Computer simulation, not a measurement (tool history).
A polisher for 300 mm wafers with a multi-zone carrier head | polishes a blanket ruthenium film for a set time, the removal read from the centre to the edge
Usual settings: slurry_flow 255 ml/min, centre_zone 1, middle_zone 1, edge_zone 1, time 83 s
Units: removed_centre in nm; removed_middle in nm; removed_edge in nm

run   hour  slurry_flow  centre_zone  middle_zone  edge_zone  time  wafers since the last listed run  wafers polished on this pad  hours since the slurry nozzle was cleaned  hours since the centre zone pressure was calibrated  hours since the edge zone pressure was calibrated  hours since the carrier head's membrane was replaced  incoming thickness of the incoming film, nm  removed_centre  removed_middle  removed_edge
  1      0          255            1            1       0.97    83                                 0                         1205                                      455.2                                                748.6                                             1045.8                                                  54.3                                        633.7            45.8            46.7          47.1
       1.6  -- slurry nozzle cleaned
      23.5  -- worn pad replaced by a new one
  2   32.7          255         1.08            1          1    83                               192                           63                                       31.1                                                781.3                                             1078.5                                                    87                                        634.3            53.2            49.9          51.5
  3   58.3          255         1.08            1          1    83                               177                          241                                       56.7                                                806.9                                             1104.1                                                 112.6                                          634            52.6            49.2          50.1
      61.7  -- edge zone pressure recalibrated
  4   73.1          255         1.08            1          1    83                                88                          330                                       71.5                                                821.7                                               11.4                                                 127.4                                        635.5            52.2            50.2          50.4
  5  106.2          255            1            1          1    83                               229                          559                                      104.6                                                854.8                                               44.5                                                 160.5                                        629.4            48.8              50          50.8
  6  133.8          255         1.11            1          1   107                               191                          751                                      132.2                                                882.4                                               72.1                                                 188.1                                        633.7            68.4            63.3          65.4
  7  169.3          220            1            1          1    83                               246                          997                                      167.7                                                917.9                                              107.6                                                 223.6                                        630.2            48.2            48.4          49.6
     200.9  -- worn pad replaced by a new one
  8  201.5          255         0.96         0.92       0.95    54                               195                            4                                      199.9                                                950.1                                              139.8                                                 255.8                                        623.1            29.9            29.4          31.5
  9  237.3          310            1            1          1   103                               248                          252                                      235.7                                                985.9                                              175.6                                                 291.6                                        642.7            61.2            61.4          62.4
 10  260.1          255            1            1          1    83                               158                          411                                      258.5                                               1008.7                                              198.4                                                 314.4                                        636.6            47.8            48.4          49.1
 11  286.1          255            1            1          1    83                               180                          591                                      284.5                                               1034.7                                              224.4                                                 340.4                                        624.9              47            48.5            50
 12  301.6          255         0.92            1          1    59                               107                          699                                        300                                               1050.2                                              239.9                                                 355.9                                          627            30.2            34.5          34.9
     304.2  -- centre zone pressure recalibrated
 13  325.9          255            1            1       1.08    83                               154                          853                                      324.3                                                 21.7                                              264.2                                                 380.2                                        636.9            47.8            48.1          51.3
 14  355.9          255            1            1          1    83                               208                         1061                                      354.3                                                 51.7                                              294.2                                                 410.2                                          635            47.2            47.8          49.7
 15  387.5          255         1.08            1          1    83                               219                         1281                                      385.9                                                 83.3                                              325.8                                                 441.8                                        630.6            50.3            47.7          48.8
     421.5  -- worn pad replaced by a new one
 16    422          300            1            1          1    64                               211                            3                                      420.4                                                117.8                                              360.3                                                 476.3                                        630.5            36.4            37.5          38.8
 17  438.3          165            1            1          1    83                               113                          116                                      436.7                                                134.1                                              376.6                                                 492.6                                        625.5            42.7            43.9            46
 18  456.5          255            1         0.91          1    94                               126                          242                                      454.9                                                152.3                                              394.8                                                 510.8                                        617.5            52.6            49.5          54.6
 19  476.6          255         0.94         1.08          1    60                               139                          382                                        475                                                172.4                                              414.9                                                 530.9                                        634.1            31.9            36.1          35.3
     500.5  -- slurry nozzle cleaned
 20  506.7          200         1.08         1.11          1    83                               201                          584                                        6.2                                                202.5                                                445                                                   561                                          617            50.2            52.9          49.5
 21  540.2          340         1.05         1.05          1    83                               232                          816                                       39.7                                                  236                                              478.5                                                 594.5                                        639.8            53.4            52.5          51.8
 22  570.7          255            1         0.91          1    94                               211                         1028                                       70.2                                                266.5                                                509                                                   625                                        627.7            55.9            51.9          57.1

Forecast each of these 4 alternatives for the next run:
  A  571.2          255            1            1          1    83                                 3                         1031                                       70.7                                                  267                                              509.5                                                 625.5                                        632.6               ?               ?             ?
  B  571.2          255            1         1.11          1    59                                 3                         1031                                       70.7                                                  267                                              509.5                                                 625.5                                        632.6               ?               ?             ?
  C  571.2          255            1         1.09          1    60                                 3                         1031                                       70.7                                                  267                                              509.5                                                 625.5                                        632.6               ?               ?             ?
  D  571.2          185         0.89            1          1    83                                 3                         1031                                       70.7                                                  267                                              509.5                                                 625.5                                        632.6               ?               ?             ?

run  removed_centre  removed_middle  removed_edge
  A            48.6            49.4          49.9
  B            34.6            38.2          35.4
  C            35.2            38.3            36
  D            41.7            47.5          48.5
Without the tool's hidden state the same runs would have given:
run  removed_centre  removed_middle  removed_edge
  A            49.1            49.8          50.2
  B            34.9            38.6          35.6
  C            35.5            38.6          36.3
  D            42.2              48          48.9
